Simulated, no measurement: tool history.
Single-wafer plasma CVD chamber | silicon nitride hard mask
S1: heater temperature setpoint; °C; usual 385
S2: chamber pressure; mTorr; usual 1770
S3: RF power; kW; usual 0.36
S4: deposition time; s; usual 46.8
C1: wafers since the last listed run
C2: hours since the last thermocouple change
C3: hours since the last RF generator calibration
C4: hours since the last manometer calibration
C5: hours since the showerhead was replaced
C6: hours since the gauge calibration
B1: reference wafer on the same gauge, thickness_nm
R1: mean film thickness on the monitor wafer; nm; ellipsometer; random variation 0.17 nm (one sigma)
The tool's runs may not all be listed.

run	hour	S1	S2	S3	S4	C1	C2	C3	C4	C5	C6	B1	R1
1	0	385	1770	0.36	46.8	0	2388.6	988.2	2176.5	6923.3	730.9	57.884	60.601
2	50.7	385	1770	0.36	46.8	920	2439.3	1038.9	2227.2	6974	781.6	57.908	60.022
3	83.3	385	1770	0.36	46.8	591	2471.9	1071.5	2259.8	7006.6	814.2	57.897	60.15
4	120.4	385	1770	0.36	46.8	673	2509	1108.6	2296.9	7043.7	851.3	57.922	60.043
5	173.8	385	1770	0.36	46.8	969	2562.4	1162	2350.3	7097.1	904.7	57.882	60.369
6	208.2	385	1560	0.36	46.8	624	2596.8	1196.4	2384.7	7131.5	939.1	57.923	58.902
7	234.5	385	1560	0.36	46.8	477	2623.1	1222.7	2411	7157.8	965.4	57.863	58.535
8	270.6	385	1560	0.36	46.8	655	2659.2	1258.8	2447.1	7193.9	1001.5	57.943	58.456
9	320.6	385	1770	0.36	46.8	907	2709.2	1308.8	2497.1	7243.9	1051.5	57.909	59.726
10	358.6	385	1590	0.36	41.5	689	2747.2	1346.8	2535.1	7281.9	1089.5	57.898	51.635
# hour 384.3: thermocouple changed; heater temperature recalibrated
11	413.6	385	1590	0.36	41.5	852	29.3	1401.8	2590.1	7336.9	1144.5	57.903	51.917
12	437.8	385	1770	0.36	46.8	439	53.5	1426	2614.3	7361.1	1168.7	57.904	59.423
13	479.7	385	1770	0.36	46.8	760	95.4	1467.9	2656.2	7403	1210.6	57.9	59.108
# hour 529.6: gauge calibrated
14	538.6	385	1770	0.36	46.8	1068	154.3	1526.8	2715.1	7461.9	9	57.9	59.162
15	606.7	390	2090	0.32	49.8	1235	222.4	1594.9	2783.2	7530	77.1	57.887	59.249
16	661.9	385	1390	0.36	46.8	1001	277.6	1650.1	2838.4	7585.2	132.3	57.933	56.253
# hour 679.1: RF generator calibrated
# hour 689.7: showerhead replaced
17	690.2	385	1770	0.36	46.8	223	305.9	11.1	2866.7	0.5	160.6	57.891	61.292
# hour 726.9: capacitance manometer re-zeroed and calibrated
18	727.4	390	1600	0.36	44.3	529	343.1	48.3	0.5	37.7	197.8	57.914	57.266
19	764.4	390	2090	0.32	49.8	671	380.1	85.3	37.5	74.7	234.8	57.949	62.181
20	806.6	385	1770	0.36	44.4	765	422.3	127.5	79.7	116.9	277	57.882	58.295
21	854.3	385	1770	0.36	46.8	865	470	175.2	127.4	164.6	324.7	57.894	61.449
22	920.6	385	1770	0.36	46.8	1203	536.3	241.5	193.7	230.9	391	57.956	61.322
23	958	391	1630	0.385	50	678	573.7	278.9	231.1	268.3	428.4	57.939	67.558
24	1019.8	385	1770	0.36	41.3	1121	635.5	340.7	292.9	330.1	490.2	57.908	54.148
25	1060.2	385	1770	0.36	46.8	733	675.9	381.1	333.3	370.5	530.6	57.89	61.43
26	1100.3	397	1770	0.385	46.8	727	716	421.2	373.4	410.6	570.7	57.893	63.602
27	1148.3	385	1770	0.36	51.5	871	764	469.2	421.4	458.6	618.7	57.89	67.615
28	1176.2	399	1620	0.36	46.8	506	791.9	497.1	449.3	486.5	646.6	57.908	60.197

Forecast each of these 3 alternatives for the next run:
A	1176.6	385	1920	0.36	46.8	7	792.3	497.5	449.7	486.9	647	?	?
B	1176.6	385	1920	0.3	50.8	7	792.3	497.5	449.7	486.9	647	?	?
C	1176.6	385	1770	0.33	52.7	7	792.3	497.5	449.7	486.9	647	?	?

run	B1	R1
A	57.922	62.137
B	57.922	59.29
C	57.922	65.007
Without the tool's hidden state the same runs would have given:
run	R1
A	62.581
B	59.747
C	65.493

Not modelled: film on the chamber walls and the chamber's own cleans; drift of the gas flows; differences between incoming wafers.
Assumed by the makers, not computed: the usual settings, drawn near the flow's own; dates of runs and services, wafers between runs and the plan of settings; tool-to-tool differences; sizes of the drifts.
